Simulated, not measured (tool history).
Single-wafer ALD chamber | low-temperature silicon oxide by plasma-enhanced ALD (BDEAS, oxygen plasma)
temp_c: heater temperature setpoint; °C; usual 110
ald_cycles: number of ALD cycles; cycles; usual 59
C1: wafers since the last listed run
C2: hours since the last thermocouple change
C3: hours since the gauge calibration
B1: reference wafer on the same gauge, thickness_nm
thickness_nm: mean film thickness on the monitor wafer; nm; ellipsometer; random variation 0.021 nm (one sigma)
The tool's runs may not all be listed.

{"run": 1, "hour": 0.0, "temp_c": 110, "ald_cycles": 59, "C1": 0, "C2": 720.4, "C3": 283.5, "B1": 9.035, "thickness_nm": 8.609}
{"run": 2, "hour": 16.1, "temp_c": 110, "ald_cycles": 59, "C1": 107, "C2": 736.5, "C3": 299.6, "B1": 9.047, "thickness_nm": 8.634}
{"run": 3, "hour": 26.4, "temp_c": 110, "ald_cycles": 59, "C1": 68, "C2": 746.8, "C3": 309.9, "B1": 9.044, "thickness_nm": 8.662}
{"run": 4, "hour": 38.8, "temp_c": 100, "ald_cycles": 59, "C1": 82, "C2": 759.2, "C3": 322.3, "B1": 9.035, "thickness_nm": 8.771}
{"run": 5, "hour": 54.6, "temp_c": 100, "ald_cycles": 59, "C1": 105, "C2": 775.0, "C3": 338.1, "B1": 9.05, "thickness_nm": 8.78}
{"run": 6, "hour": 69.1, "temp_c": 100, "ald_cycles": 59, "C1": 96, "C2": 789.5, "C3": 352.6, "B1": 9.041, "thickness_nm": 8.788}
{"run": 7, "hour": 78.6, "temp_c": 110, "ald_cycles": 59, "C1": 63, "C2": 799.0, "C3": 362.1, "B1": 9.044, "thickness_nm": 8.641}
{"run": 8, "hour": 88.5, "temp_c": 110, "ald_cycles": 59, "C1": 66, "C2": 808.9, "C3": 372.0, "B1": 9.044, "thickness_nm": 8.641}
{"run": 9, "hour": 101.4, "temp_c": 110, "ald_cycles": 59, "C1": 86, "C2": 821.8, "C3": 384.9, "B1": 9.041, "thickness_nm": 8.648}
{"run": 10, "hour": 110.8, "temp_c": 110, "ald_cycles": 59, "C1": 62, "C2": 831.2, "C3": 394.3, "B1": 9.046, "thickness_nm": 8.626}
{"run": 11, "hour": 124.2, "temp_c": 110, "ald_cycles": 59, "C1": 89, "C2": 844.6, "C3": 407.7, "B1": 9.048, "thickness_nm": 8.642}
{"run": 12, "hour": 131.5, "temp_c": 110, "ald_cycles": 59, "C1": 48, "C2": 851.9, "C3": 415.0, "B1": 9.047, "thickness_nm": 8.653}
{"run": 13, "hour": 137.6, "temp_c": 110, "ald_cycles": 59, "C1": 40, "C2": 858.0, "C3": 421.1, "B1": 9.047, "thickness_nm": 8.61}
{"hour": 143.3, "done": "gauge calibrated"}
{"run": 14, "hour": 143.8, "temp_c": 110, "ald_cycles": 59, "C1": 41, "C2": 864.2, "C3": 0.5, "B1": 8.949, "thickness_nm": 8.548}
{"run": 15, "hour": 157.4, "temp_c": 124, "ald_cycles": 49, "C1": 90, "C2": 877.8, "C3": 14.1, "B1": 8.956, "thickness_nm": 6.908}
{"run": 16, "hour": 194.5, "temp_c": 123, "ald_cycles": 49, "C1": 248, "C2": 914.9, "C3": 51.2, "B1": 8.981, "thickness_nm": 6.975}
{"run": 17, "hour": 211.7, "temp_c": 110, "ald_cycles": 59, "C1": 115, "C2": 932.1, "C3": 68.4, "B1": 8.999, "thickness_nm": 8.586}
{"run": 18, "hour": 228.6, "temp_c": 102, "ald_cycles": 56, "C1": 113, "C2": 949.0, "C3": 85.3, "B1": 9.001, "thickness_nm": 8.274}
{"run": 19, "hour": 236.9, "temp_c": 120, "ald_cycles": 69, "C1": 55, "C2": 957.3, "C3": 93.6, "B1": 9.008, "thickness_nm": 9.916}
{"run": 20, "hour": 243.3, "temp_c": 110, "ald_cycles": 59, "C1": 42, "C2": 963.7, "C3": 100.0, "B1": 9.016, "thickness_nm": 8.596}
{"run": 21, "hour": 255.8, "temp_c": 110, "ald_cycles": 59, "C1": 83, "C2": 976.2, "C3": 112.5, "B1": 9.017, "thickness_nm": 8.615}
{"hour": 274.7, "done": "thermocouple changed; heater temperature recalibrated"}
{"run": 22, "hour": 275.2, "temp_c": 101, "ald_cycles": 49, "C1": 76, "C2": 0.5, "C3": 131.9, "B1": 9.019, "thickness_nm": 7.297}
{"run": 23, "hour": 278.6, "temp_c": 99, "ald_cycles": 67, "C1": 22, "C2": 3.9, "C3": 135.3, "B1": 9.024, "thickness_nm": 9.954}
{"run": 24, "hour": 291.9, "temp_c": 110, "ald_cycles": 70, "C1": 88, "C2": 17.2, "C3": 148.6, "B1": 9.029, "thickness_nm": 10.209}
{"run": 25, "hour": 307.1, "temp_c": 110, "ald_cycles": 59, "C1": 101, "C2": 32.4, "C3": 163.8, "B1": 9.032, "thickness_nm": 8.645}
{"run": 26, "hour": 322.4, "temp_c": 110, "ald_cycles": 59, "C1": 102, "C2": 47.7, "C3": 179.1, "B1": 9.038, "thickness_nm": 8.656}
{"run": 27, "hour": 330.0, "temp_c": 110, "ald_cycles": 48, "C1": 50, "C2": 55.3, "C3": 186.7, "B1": 9.042, "thickness_nm": 7.011}
{"run": 28, "hour": 346.9, "temp_c": 99, "ald_cycles": 59, "C1": 113, "C2": 72.2, "C3": 203.6, "B1": 9.042, "thickness_nm": 8.811}
{"run": 29, "hour": 358.2, "temp_c": 99, "ald_cycles": 50, "C1": 75, "C2": 83.5, "C3": 214.9, "B1": 9.046, "thickness_nm": 7.454}

5 ways to go on from here, each from the tool as it stands after run 29. What would each give?
{"run": "A", "hour": 358.7, "temp_c": 106, "ald_cycles": 59, "C1": 3, "C2": 84.0, "C3": 215.4, "B1": "?", "thickness_nm": "?"}
{"run": "B", "hour": 358.7, "temp_c": 104, "ald_cycles": 59, "C1": 3, "C2": 84.0, "C3": 215.4, "B1": "?", "thickness_nm": "?"}
{"run": "C", "hour": 358.7, "temp_c": 116, "ald_cycles": 56, "C1": 3, "C2": 84.0, "C3": 215.4, "B1": "?", "thickness_nm": "?"}
{"run": "D", "hour": 358.7, "temp_c": 101, "ald_cycles": 56, "C1": 3, "C2": 84.0, "C3": 215.4, "B1": "?", "thickness_nm": "?"}
{"run": "E", "hour": 358.7, "temp_c": 110, "ald_cycles": 71, "C1": 3, "C2": 84.0, "C3": 215.4, "B1": "?", "thickness_nm": "?"}

run=A B1=9.046 thickness_nm=8.684
run=B B1=9.046 thickness_nm=8.714
run=C B1=9.046 thickness_nm=8.097
run=D B1=9.046 thickness_nm=8.315
run=E B1=9.046 thickness_nm=10.376
Without the tool's hidden state the same runs would have given:
run=A thickness_nm=8.572
run=B thickness_nm=8.602
run=C thickness_nm=7.993
run=D thickness_nm=8.207
run=E thickness_nm=10.243

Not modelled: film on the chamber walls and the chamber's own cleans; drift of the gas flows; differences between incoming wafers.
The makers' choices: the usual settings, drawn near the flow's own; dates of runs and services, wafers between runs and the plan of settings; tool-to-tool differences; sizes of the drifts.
